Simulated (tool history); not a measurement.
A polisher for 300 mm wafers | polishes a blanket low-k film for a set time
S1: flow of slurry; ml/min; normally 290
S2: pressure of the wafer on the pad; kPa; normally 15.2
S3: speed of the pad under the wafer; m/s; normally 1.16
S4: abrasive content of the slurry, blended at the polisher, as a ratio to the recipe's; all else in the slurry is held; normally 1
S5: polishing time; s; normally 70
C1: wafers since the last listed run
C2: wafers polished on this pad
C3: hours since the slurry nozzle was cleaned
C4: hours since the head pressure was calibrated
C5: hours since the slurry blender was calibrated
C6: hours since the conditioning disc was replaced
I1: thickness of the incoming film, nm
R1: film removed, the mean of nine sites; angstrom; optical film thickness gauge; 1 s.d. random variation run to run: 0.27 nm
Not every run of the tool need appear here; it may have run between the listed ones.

run    hour   S1    S2    S3    S4  S5    C1    C2     C3     C4     C5     C6     I1   R1
  1       0  290  15.2  1.16     1  70     0   790    170    205  581.3  185.7    561  430
  2    82.8  290  15.2  1.16     1  70   830  1620  252.8  287.8  664.1  268.5  550.8  432
      105.6  -- slurry blender recalibrated
  3     175  290  15.2  1.16     1  70   905  2526    345    380   69.4  360.7  556.9  442
  4   251.4  290  15.2  1.16     1  70   766  3292  421.4  456.4  145.8  437.1  555.1  439
  5     330  290  16.5  1.16     1  56   788  4081    500    535  224.4  515.7  561.8  376
  6   393.1  290  15.2  1.16     1  70   633  4714  563.1  598.1  287.5  578.8  562.8  439
      444.4  -- conditioning disc replaced and pad reconditioned
  7   460.1  340  15.2  1.16     1  70   652  5367  630.1  665.1  354.5   15.7  567.7  437
      465.1  -- head pressure recalibrated
  8   504.2  290  15.2  1.04     1  70   422  5789  674.2   39.1  398.6   59.8  559.1  406
      579.2  -- slurry nozzle cleaned
      588.2  -- worn pad replaced by a new one
  9   600.9  330  18.6  1.16  1.25  70   920   127   21.7  135.8  495.3  156.5  562.2  589
 10   675.5  290    11  1.16  0.75  70   748   876   96.3  210.4  569.9  231.1  565.3  270
 11   719.7  290  15.2  1.16     1  70   443  1319  140.5  254.6  614.1  275.3  560.3  430
 12   771.4  290  15.2  1.16  1.15  51   518  1838  192.2  306.3  665.8    327  561.4  337
      833.2  -- slurry blender recalibrated
 13   846.4  290  15.2  1.16     1  70   732  2571  267.2  381.3   13.2    402  564.8  444
 14   928.9  195  15.2  1.16     1  82   827  3398  349.7  463.8   95.7  484.5  556.6  506
 15  1035.1  290  11.7  1.16     1  70  1065  4464  455.9    570  201.9  590.7  570.5  346
     1062.8  -- head pressure recalibrated
 16  1112.9  290  15.2  1.16     1  70   760  5225  533.7   50.1  279.7  668.5  566.2  435
     1168.2  -- conditioning disc replaced and pad reconditioned
 17  1207.3  290  13.8  1.16     1  70   927  6152  628.1  144.5  374.1   39.1    558  396
       1242  -- worn pad replaced by a new one
 18  1310.7  290  15.2  1.16     1  62   997   689  731.5  247.9  477.5  142.5  566.2  381
     1349.6  -- slurry nozzle cleaned
     1537.5  -- slurry blender recalibrated
 19  1605.6  290  15.2   0.9   1.1  70  2929  3618    256  542.8   68.1  437.4  561.4  404
 20  1713.2  290  15.2   1.5     1  70  1079  4698  363.6  650.4  175.7    545  554.4  514
     1739.5  -- conditioning disc replaced and pad reconditioned
       1748  -- head pressure recalibrated
 21  1791.2  290  15.2  1.16     1  88   742  5441  441.6   43.2  253.7   51.7  550.2  554
 22  1886.1  290  10.3  1.48  0.75  70   952  6393  536.5  138.1  348.6  146.6  564.6  299
     1927.1  -- worn pad replaced by a new one
 23  1927.6  320  19.3  1.02   0.9  70   376     4    578  179.6  390.1  188.1  560.1  478
 24  2012.6  290  15.2  1.16  0.85  70   853   857    663  264.6  475.1  273.1  562.5  391

Alternative continuations, all from the tool just after run 24; predict every row:
  A  2013  290  15.2  1.16     1  70   4  861  663.4  265  475.5  273.5  555.4   ?
  B  2013  220  10.3  1.16     1  70   4  861  663.4  265  475.5  273.5  555.4   ?
  C  2013  355  19.3  1.32  1.25  70   4  861  663.4  265  475.5  273.5  555.4   ?
  D  2013  290  15.2  1.16     1  50   4  861  663.4  265  475.5  273.5  555.4   ?
  E  2013  225  10.3  1.38     1  70   4  861  663.4  265  475.5  273.5  555.4   ?

run   R1
  A  435
  B  302
  C  668
  D  311
  E  336
What these runs would have given with no unlogged condition in the tool:
run   R1
  A  447
  B  310
  C  683
  D  319
  E  345
